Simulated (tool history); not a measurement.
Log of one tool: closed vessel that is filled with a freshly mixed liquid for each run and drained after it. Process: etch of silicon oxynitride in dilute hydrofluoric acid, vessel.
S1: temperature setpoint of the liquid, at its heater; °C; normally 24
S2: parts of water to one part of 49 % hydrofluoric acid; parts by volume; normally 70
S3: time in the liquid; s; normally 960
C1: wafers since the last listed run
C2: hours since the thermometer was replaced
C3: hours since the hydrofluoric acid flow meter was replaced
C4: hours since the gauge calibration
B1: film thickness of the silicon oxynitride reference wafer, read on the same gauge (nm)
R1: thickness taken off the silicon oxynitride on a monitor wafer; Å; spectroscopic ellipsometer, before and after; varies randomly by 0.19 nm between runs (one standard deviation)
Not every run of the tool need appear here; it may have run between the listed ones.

run     day    S1   S2    S3     C1      C2      C3      C4      B1     R1
  1       0    24   70   960      0   826.5  1038.7   295.1  150.01  194.4
  2   8.654    24   70   960  13118  1034.2  1246.4   502.8     150  190.4
  3  10.879    24   70  1310   3372  1087.6  1299.8   556.2     150  261.2
  4  12.567    21   95   960   2558  1128.1  1340.3   596.7     150  118.7
  5  17.158    21   95   960   6960  1238.3  1450.5   706.9  150.01  118.4
  6  18.492    24   60   960   2021  1270.3  1482.5   738.9     150  218.1
  7  20.083    24   60   960   2412  1308.5  1520.7   777.1     150  223.2
  8  21.275    24   60   960   1806  1337.1  1549.3   805.7     150  226.7
  9    29.2    24   70   960  12013  1527.3  1739.5   995.9     150  184.8
 10  31.792    24   70   960   3928  1589.5  1801.7  1058.1  149.99  187.9
 11  33.471    24   70   960   2545  1629.8    1842  1098.4  150.01    186
     36.971  -- hydrofluoric acid flow meter replaced
 12  38.167    24   70   960   7055  1742.5    28.7  1211.1  149.99  176.2
 13  40.146    24   70  1295   3000    1790    76.2  1258.6  149.98  240.8
 14  42.467  20.5   70   440   3518  1845.7   131.9  1314.3  149.99   68.1
 15  45.392    24   70  1345   4433  1915.9   202.1  1384.5  150.01    252
 16  46.946    24   70   540   2355  1953.2   239.4  1421.8  149.99    100
 17  48.742    24   70   960   2722  1996.3   282.5  1464.9  150.01    174
 18  50.512    21   90  1510   2684  2038.8     325  1507.4  149.99    184
 19  52.283  26.5   55   960   2684  2081.3   367.5  1549.9  149.98  252.6
 20  54.954    20   70   440   4048  2145.4   431.6    1614  150.01   65.5
 21  57.579    24   70   960   3979  2208.4   494.6    1677  149.99  174.7
     59.167  -- hydrofluoric acid flow meter replaced, repeated, since the last time left the tool worse
 22  59.388    24   55   960   2678  2251.8     5.3  1720.4  149.99  256.6
 23  64.492  20.5  105   660   7737  2374.3   127.8  1842.9  149.99     75
      66.05  -- thermometer replaced
 24  66.838  19.5   60  1335   3492    18.9   184.1  1899.2  149.99  261.9
     68.438  -- gauge calibrated
 25  69.129    24   70   960   3473    73.9   239.1    16.6     150  196.5
 26  70.925  20.5   70   440   2722     117   282.2    59.7     150   76.1
 27  79.312    24   70   960  12714   318.3   483.5     261  150.01  193.9
 28   82.25  28.5   95   960   4452   388.8     554   331.5  150.01  172.8
 29   84.25    26   40  1295   3031   436.8     602   379.5  150.01    521
 30  86.179    22  100  1265   2924   483.1   648.3   425.8  149.99  160.1
 31  88.854    24   70   960   4054   547.3   712.5     490  150.01  192.5
 32  90.908    24   80  1345   3113   596.6   761.8   539.3  149.99  234.9

Difference, measured minus no-hidden-state, one row per run. Run-to-run variation is common to both terms; the gauge's own scatter need not be:
Hidden state at play: liquid colder than its thermometer reads (K); hydrofluoric acid flow below the setpoint (%); gauge reads high (%).
run     R1
  1     -7
  2   -8.2
  3  -11.8
  4   -5.6
  5     -6
  6  -11.1
  7  -11.7
  8    -12
  9  -11.1
 10  -11.7
 11  -11.9
 12  -20.8
 13  -28.8
 14   -8.3
 15  -31.4
 16  -12.6
 17  -22.2
 18    -24
 19  -32.8
 20   -8.7
 21  -23.7
 22   -0.9
 23   -0.5
 24   -2.3
 25   -2.1
 26   -0.9
 27   -3.6
 28   -3.7
 29  -11.3
 30   -3.9
 31   -4.9
 32   -6.5
